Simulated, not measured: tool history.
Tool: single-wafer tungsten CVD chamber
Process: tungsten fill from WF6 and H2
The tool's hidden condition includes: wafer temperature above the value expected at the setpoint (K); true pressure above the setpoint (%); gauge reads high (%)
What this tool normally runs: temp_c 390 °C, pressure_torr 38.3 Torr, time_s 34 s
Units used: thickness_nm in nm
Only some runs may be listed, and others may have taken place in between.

run,hour,temp_c,pressure_torr,time_s,wafers since the last listed run,hours since the last thermocouple change,hours since the last manometer calibration,hours since the showerhead was replaced,hours since the gauge calibration,"read-back reference wafer on the same gauge, thickness_nm",thickness_nm
1,0,390,40.3,34,0,1493.1,1300.8,5624.5,163.4,96.517,94.536
2,49.5,390,38.3,38.1,1228,1542.6,1350.3,5674,212.9,96.466,103.285
3,86.2,390,38.3,38.1,911,1579.3,1387,5710.7,249.6,96.193,103.848
4,138.6,390,38.3,38.1,1300,1631.7,1439.4,5763.1,302,95.924,103.133
5,193.3,390,38.3,34,1357,1686.4,1494.1,5817.8,356.7,96.015,92.768
6,252.4,390,38.3,34,1467,1745.5,1553.2,5876.9,415.8,95.728,92.948
7,322.3,390,38.3,34,1735,1815.4,1623.1,5946.8,485.7,95.434,92.077
8,354,390,38.3,34,786,1847.1,1654.8,5978.5,517.4,95.411,91.33
9,423.4,390,38.3,34,1722,1916.5,1724.2,6047.9,586.8,95.266,90.54
10,482.7,390,38.3,34,1472,1975.8,1783.5,6107.2,646.1,94.805,91.905
11,544.5,390,38.3,34,1534,2037.6,1845.3,6169,707.9,94.651,91.124
12,600.4,390,38.3,37.9,1387,2093.5,1901.2,6224.9,763.8,94.517,102.768
13,637.9,390,38.3,37.9,930,2131,1938.7,6262.4,801.3,94.636,102.023
14,689.6,390,35.9,34,1283,2182.7,1990.4,6314.1,853,94.138,87.362
15,750.3,390,35.9,34,1506,2243.4,2051.1,6374.8,913.7,94.097,87.447
16,804.5,403,34.1,30.2,1345,2297.6,2105.3,6429,967.9,93.975,96.267
17,833.4,375,38.3,34,717,2326.5,2134.2,6457.9,996.8,93.662,67.489
18,898.3,390,38.3,34,1611,2391.4,2199.1,6522.8,1061.7,93.692,90.951
19,970.1,390,38.3,39.4,1782,2463.2,2270.9,6594.6,1133.5,93.304,104.17
# hour 1007.8: capacitance manometer re-zeroed and calibrated
# hour 1008.2: showerhead replaced
# hour 1014.7: gauge calibrated
20,1015.6,378,40.9,39.7,921,2508.7,7.8,7.4,0.9,98.031,90.685
21,1050.2,390,38.3,34,858,2543.3,42.4,42,35.5,97.963,94.835
22,1112.9,390,38.3,39.1,1556,2606,105.1,104.7,98.2,97.615,107.72
# hour 1159.7: thermocouple changed; heater temperature recalibrated
23,1171.9,405,38.3,37.7,1266,12.2,164.1,163.7,157.2,97.431,136.353
24,1237.1,390,38.3,34,1618,77.4,229.3,228.9,222.4,97.448,93.957
25,1290.9,396,45.5,30.9,1335,131.2,283.1,282.7,276.2,96.966,103.824
26,1337.7,390,38.3,34,1161,178,329.9,329.5,323,97.004,93.003
27,1381.6,404,47.2,40.4,1089,221.9,373.8,373.4,366.9,96.768,159.268
28,1443.5,385,44.2,29.9,1536,283.8,435.7,435.3,428.8,96.768,79.413
29,1500,390,38.3,38.1,1402,340.3,492.2,491.8,485.3,96.501,104.16
30,1548.3,390,45.4,34,1199,388.6,540.5,540.1,533.6,96.3,100.842

Below are 4 alternative next runs, each starting from the tool's condition after run 30. Predict each:
A,1548.7,390,38.3,36.8,9,389,540.9,540.5,534,?,?
B,1548.7,390,30.3,38.8,9,389,540.9,540.5,534,?,?
C,1548.7,390,32.2,28,9,389,540.9,540.5,534,?,?
D,1548.7,380,30.7,32.1,9,389,540.9,540.5,534,?,?

run,"read-back reference wafer on the same gauge, thickness_nm",thickness_nm
A,96.254,100.854
B,96.254,93.913
C,96.254,69.95
D,96.254,64.242
Without the tool's hidden state the same runs would have given:
run,thickness_nm
A,102.368
B,95.324
C,71
D,65.207

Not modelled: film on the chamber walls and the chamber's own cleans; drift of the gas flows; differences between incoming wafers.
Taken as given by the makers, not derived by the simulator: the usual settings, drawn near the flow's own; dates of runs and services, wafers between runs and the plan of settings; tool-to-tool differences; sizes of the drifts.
